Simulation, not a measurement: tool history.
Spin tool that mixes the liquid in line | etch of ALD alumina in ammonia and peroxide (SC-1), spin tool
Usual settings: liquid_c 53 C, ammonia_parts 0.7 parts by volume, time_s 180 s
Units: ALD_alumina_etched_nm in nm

run,hour,liquid_c,ammonia_parts,time_s,"read-back film thickness of the ALD alumina reference wafer, read on the same gauge (nm)",ALD_alumina_etched_nm
1,0,53,0.7,180,121.32,6.36
2,38.4,53,0.7,180,121.52,6.33
3,79,53,0.7,180,121.74,6.41
4,113.1,53,0.7,180,121.92,6.41
5,160.2,53,0.7,180,122.18,6.4
6,196.8,53,0.7,180,122.42,6.44
7,226.1,56.5,0.7,180,122.62,7.74
# hour 266.3: new drum of ammonia solution connected
8,268.7,53,0.7,180,122.88,6.47
9,305.6,53,0.7,180,123.21,6.44
10,358.3,53,0.55,210,123.66,7.38
# hour 382.6: gauge calibrated
11,392.9,53,0.55,210,119.62,7.17
# hour 414.6: thermometer replaced
# hour 417: ammonia flow meter replaced
12,432.1,53,0.7,180,119.64,6.28
13,480.9,48.5,0.7,180,119.69,4.9
14,544.8,60,0.7,180,119.77,9.05
15,604.5,53,0.7,180,119.92,6.22
# hour 623.4: heated supply line repaired
16,643.2,53,0.7,180,119.99,6.27
17,671.7,53,0.5,180,120.07,6.1
18,710.2,53,0.95,265,120.2,9.5
19,781,57,0.7,250,120.43,10.76
# hour 841.7: new drum of ammonia solution connected
20,989.4,59,1,75,121.59,3.77
21,1034,57.5,0.95,230,121.89,10.59
22,1060.7,48.5,0.7,135,122.09,3.75
23,1125.3,56,1.05,135,122.57,5.87
# hour 1159.2: gauge calibrated
24,1205.1,60.5,0.7,180,120.12,9.34

5 ways to go on from here, each from the tool as it stands after run 24. What would each give?
A,1205.6,53,0.7,180,?,?
B,1205.6,53,0.9,80,?,?
C,1205.6,46.5,0.7,180,?,?
D,1205.6,53,0.6,255,?,?
E,1205.6,53,1,280,?,?

run,"read-back film thickness of the ALD alumina reference wafer, read on the same gauge (nm)",ALD_alumina_etched_nm
A,120.13,6.31
B,120.13,2.87
C,120.13,4.41
D,120.13,8.81
E,120.13,10.15
Without the tool's hidden state the same runs would have given:
run,ALD_alumina_etched_nm
A,6.3
B,2.87
C,4.41
D,8.8
E,10.14
